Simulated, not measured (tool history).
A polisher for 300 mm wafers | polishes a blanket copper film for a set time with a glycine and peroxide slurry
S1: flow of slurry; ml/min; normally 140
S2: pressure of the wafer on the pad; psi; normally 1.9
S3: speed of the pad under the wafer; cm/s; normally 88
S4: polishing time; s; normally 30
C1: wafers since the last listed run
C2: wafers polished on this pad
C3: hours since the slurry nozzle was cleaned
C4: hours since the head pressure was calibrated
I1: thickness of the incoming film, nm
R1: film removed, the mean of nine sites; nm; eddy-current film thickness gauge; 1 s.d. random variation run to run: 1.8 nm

{"run": 1, "hour": 0.0, "S1": 140, "S2": 1.9, "S3": 88, "S4": 30, "C1": 0, "C2": 316, "C3": 453.4, "C4": 343.3, "I1": 2198.1, "R1": 127.7}
{"run": 2, "hour": 14.1, "S1": 140, "S2": 1.9, "S3": 88, "S4": 30, "C1": 111, "C2": 427, "C3": 467.5, "C4": 357.4, "I1": 2168.1, "R1": 126.7}
{"run": 3, "hour": 28.7, "S1": 140, "S2": 2.1, "S3": 68, "S4": 30, "C1": 115, "C2": 543, "C3": 482.1, "C4": 372, "I1": 2204.2, "R1": 115.8}
{"run": 4, "hour": 35.2, "S1": 140, "S2": 1.9, "S3": 88, "S4": 23, "C1": 51, "C2": 594, "C3": 488.6, "C4": 378.5, "I1": 2200.4, "R1": 98.4}
{"run": 5, "hour": 51.6, "S1": 140, "S2": 1.9, "S3": 88, "S4": 23, "C1": 129, "C2": 724, "C3": 505, "C4": 394.9, "I1": 2228.4, "R1": 100.4}
{"run": 6, "hour": 61.0, "S1": 140, "S2": 1.6, "S3": 72, "S4": 30, "C1": 74, "C2": 798, "C3": 514.4, "C4": 404.3, "I1": 2232.5, "R1": 97.4}
{"run": 7, "hour": 76.5, "S1": 140, "S2": 1.9, "S3": 88, "S4": 30, "C1": 122, "C2": 921, "C3": 529.9, "C4": 419.8, "I1": 2205.2, "R1": 126.7}
{"run": 8, "hour": 92.2, "S1": 140, "S2": 1.9, "S3": 88, "S4": 30, "C1": 124, "C2": 1045, "C3": 545.6, "C4": 435.5, "I1": 2222, "R1": 123.8}
{"run": 9, "hour": 101.5, "S1": 140, "S2": 1.9, "S3": 88, "S4": 36, "C1": 73, "C2": 1118, "C3": 554.9, "C4": 444.8, "I1": 2212.9, "R1": 149.4}
{"hour": 107.2, "done": "worn pad replaced by a new one"}
{"run": 10, "hour": 116.0, "S1": 140, "S2": 1.9, "S3": 88, "S4": 36, "C1": 83, "C2": 69, "C3": 569.4, "C4": 459.3, "I1": 2222.6, "R1": 159.6}
{"run": 11, "hour": 133.3, "S1": 140, "S2": 1.9, "S3": 88, "S4": 36, "C1": 136, "C2": 206, "C3": 586.7, "C4": 476.6, "I1": 2194, "R1": 157.3}
{"run": 12, "hour": 142.3, "S1": 140, "S2": 1.9, "S3": 88, "S4": 32, "C1": 71, "C2": 277, "C3": 595.7, "C4": 485.6, "I1": 2214.7, "R1": 138.3}
{"run": 13, "hour": 156.1, "S1": 140, "S2": 1.9, "S3": 88, "S4": 32, "C1": 109, "C2": 386, "C3": 609.5, "C4": 499.4, "I1": 2208.4, "R1": 135.4}
{"run": 14, "hour": 170.5, "S1": 140, "S2": 1.9, "S3": 88, "S4": 30, "C1": 113, "C2": 500, "C3": 623.9, "C4": 513.8, "I1": 2207.4, "R1": 126.1}
{"run": 15, "hour": 181.2, "S1": 185, "S2": 2.5, "S3": 88, "S4": 30, "C1": 84, "C2": 585, "C3": 634.6, "C4": 524.5, "I1": 2160.9, "R1": 161.2}
{"run": 16, "hour": 192.7, "S1": 100, "S2": 1.3, "S3": 78, "S4": 33, "C1": 90, "C2": 676, "C3": 646.1, "C4": 536, "I1": 2229.7, "R1": 95}

What will run 17 give?
{"run": 17, "hour": 203.1, "S1": 140, "S2": 1.9, "S3": 88, "S4": 30, "C1": 82, "C2": 758, "C3": 656.5, "C4": 546.4, "I1": 2210.8, "R1": "?"}

Logged for run 17: R1 126.9 nm.
Had the tool carried no hidden state, the very same run would have given R1 131.8 nm.
